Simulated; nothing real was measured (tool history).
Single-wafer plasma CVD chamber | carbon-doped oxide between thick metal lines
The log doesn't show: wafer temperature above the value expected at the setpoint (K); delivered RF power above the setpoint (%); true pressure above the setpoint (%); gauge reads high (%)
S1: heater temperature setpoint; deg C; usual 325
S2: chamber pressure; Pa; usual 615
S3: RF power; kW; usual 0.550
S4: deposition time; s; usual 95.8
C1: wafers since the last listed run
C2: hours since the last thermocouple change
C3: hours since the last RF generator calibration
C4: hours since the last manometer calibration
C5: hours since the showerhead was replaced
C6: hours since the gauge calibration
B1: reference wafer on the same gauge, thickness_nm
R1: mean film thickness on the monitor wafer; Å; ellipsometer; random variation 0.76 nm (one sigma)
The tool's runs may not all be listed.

run   hour   S1   S2     S3     S4   C1      C2      C3      C4      C5     C6       B1       R1
  1    0.0  325  615  0.550   95.8    0  1459.4  1354.7  1127.6  4686.5   82.5  581.173  4943.34
  2    6.9  325  615  0.550   95.8   74  1466.3  1361.6  1134.5  4693.4   89.4  580.935  4941.03
  3   14.0  325  615  0.550   95.8   77  1473.4  1368.7  1141.6  4700.5   96.5  580.728  4945.99
  4   25.8  325  615  0.550   95.8  127  1485.2  1380.5  1153.4  4712.3  108.3  581.096  4953.99
  5   40.1  325  615  0.550   95.8  155  1499.5  1394.8  1167.7  4726.6  122.6  581.050  4948.41
  6   48.9  325  615  0.550   95.8   95  1508.3  1403.6  1176.5  4735.4  131.4  580.795  4952.54
  7   57.7  325  615  0.550   83.6   95  1517.1  1412.4  1185.3  4744.2  140.2  580.539  4319.58
  8   75.0  325  615  0.550   83.6  187  1534.4  1429.7  1202.6  4761.5  157.5  581.366  4316.84
  9   87.8  325  615  0.550   83.6  138  1547.2  1442.5  1215.4  4774.3  170.3  580.681  4320.31
 10   97.3  325  615  0.580  106.2  103  1556.7  1452.0  1224.9  4783.8  179.8  581.052  5588.76
 11  104.8  325  615  0.550  105.8   81  1564.2  1459.5  1232.4  4791.3  187.3  581.320  5466.71
 12  110.9  325  615  0.550   95.8   66  1570.3  1465.6  1238.5  4797.4  193.4  581.234  4957.58
 13  118.0  325  615  0.550  110.7   77  1577.4  1472.7  1245.6  4804.5  200.5  581.013  5723.67
 14  129.8  338  700  0.635   89.4  127  1589.2  1484.5  1257.4  4816.3  212.3  580.997  4728.59
     142.7  -- RF generator calibrated
     143.2  -- thermocouple changed; heater temperature recalibrated
 15  143.7  313  760  0.620  103.8   58     0.5     1.0  1271.3  4830.2  226.2  581.044  6148.03
 16  154.5  325  615  0.550   95.8  117    11.3    11.8  1282.1  4841.0  237.0  581.291  5059.08
 17  169.8  325  749  0.610   79.1  165    26.6    27.1  1297.4  4856.3  252.3  580.720  4439.16
 18  197.0  325  615  0.550   95.8  295    53.8    54.3  1324.6  4883.5  279.5  581.255  5070.87
     207.3  -- capacitance manometer re-zeroed and calibrated
     226.3  -- showerhead replaced
     237.6  -- gauge calibrated
 19  237.9  325  615  0.550   95.8  270    94.7    95.2    30.6    11.6    0.3  580.999  5061.36
 20  254.7  334  615  0.615  101.6  182   111.5   112.0    47.4    28.4   17.1  580.948  5408.24
 21  263.4  325  615  0.550   95.8   94   120.2   120.7    56.1    37.1   25.8  580.882  5055.56
 22  272.6  336  760  0.550  114.7   99   129.4   129.9    65.3    46.3   35.0  581.237  5959.96
 23  290.5  336  615  0.550   95.8  194   147.3   147.8    83.2    64.2   52.9  581.413  4854.84
 24  305.0  325  755  0.550   77.2  157   161.8   162.3    97.7    78.7   67.4  580.820  4155.76
 25  315.9  329  685  0.550   95.8  118   172.7   173.2   108.6    89.6   78.3  580.985  5015.34

3 ways to go on from here, each from the tool as it stands after run 25. What would each give?
  A  316.3  325  615  0.550  95.8   4  173.1  173.6  109.0  90.0  78.7   ?   ?
  B  316.3  312  468  0.550  95.8   4  173.1  173.6  109.0  90.0  78.7   ?   ?
  C  316.3  325  565  0.550  95.8   4  173.1  173.6  109.0  90.0  78.7   ?   ?

run       B1       R1
  A  581.089  5037.58
  B  581.089  5160.47
  C  581.089  4995.85
Without the tool's hidden state the same runs would have given:
run       R1
  A  5092.05
  B  5216.27
  C  5049.87
